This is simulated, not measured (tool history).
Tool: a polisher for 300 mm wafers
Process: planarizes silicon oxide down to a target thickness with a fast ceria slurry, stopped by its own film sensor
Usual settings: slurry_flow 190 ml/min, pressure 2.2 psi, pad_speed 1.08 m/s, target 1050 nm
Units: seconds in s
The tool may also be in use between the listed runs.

run,hour,slurry_flow,pressure,pad_speed,target,"incoming thickness of the incoming film, nm",seconds
1,0,190,1.9,1.08,1050,1629,56.3
2,42.5,190,1.9,1.08,1050,1598.2,53.7
3,139.5,190,1.9,1.08,1050,1622.7,55
# hour 177.9: head pressure recalibrated
4,192.1,190,2.2,1.08,1050,1602.1,47.4
5,233.9,140,2.2,1.08,1050,1637.8,52.4
# hour 286.3: worn pad replaced by a new one
6,336.1,140,2.2,1.08,1050,1634.3,51
7,377.3,140,2.2,1.08,1050,1602,48.4
8,457.8,190,2,1.08,1050,1633.1,53.4
# hour 537.7: slurry nozzle cleaned
9,564.1,190,2,1.08,1050,1599.2,52.8
10,610.6,190,2,1.08,1050,1620.6,55.8
# hour 642.9: worn pad replaced by a new one
11,661.3,150,2.2,1.08,1050,1606,47.8
12,742.4,190,2.2,1.08,1050,1627.1,48
13,819.9,190,2.2,1.08,1050,1612.6,47.5
14,890,150,1.7,1.08,1050,1590.2,63.3
15,971.3,150,1.7,1.08,1050,1616.6,66.2
16,1042.7,190,1.4,0.74,1050,1626.3,119.1
# hour 1060.3: worn pad replaced by a new one
# hour 1076.2: slurry nozzle cleaned
17,1135.1,190,2.2,0.98,1199,1625.4,39.1
18,1216.9,190,2.9,1.08,1050,1588.8,33.5

Forecast run 19:
19,1265.6,190,2.2,1.44,1156,1609.8,?

{"run 19": {"seconds": 28.6}}
Without the tool's hidden state the same run would have given seconds 27.8 s.

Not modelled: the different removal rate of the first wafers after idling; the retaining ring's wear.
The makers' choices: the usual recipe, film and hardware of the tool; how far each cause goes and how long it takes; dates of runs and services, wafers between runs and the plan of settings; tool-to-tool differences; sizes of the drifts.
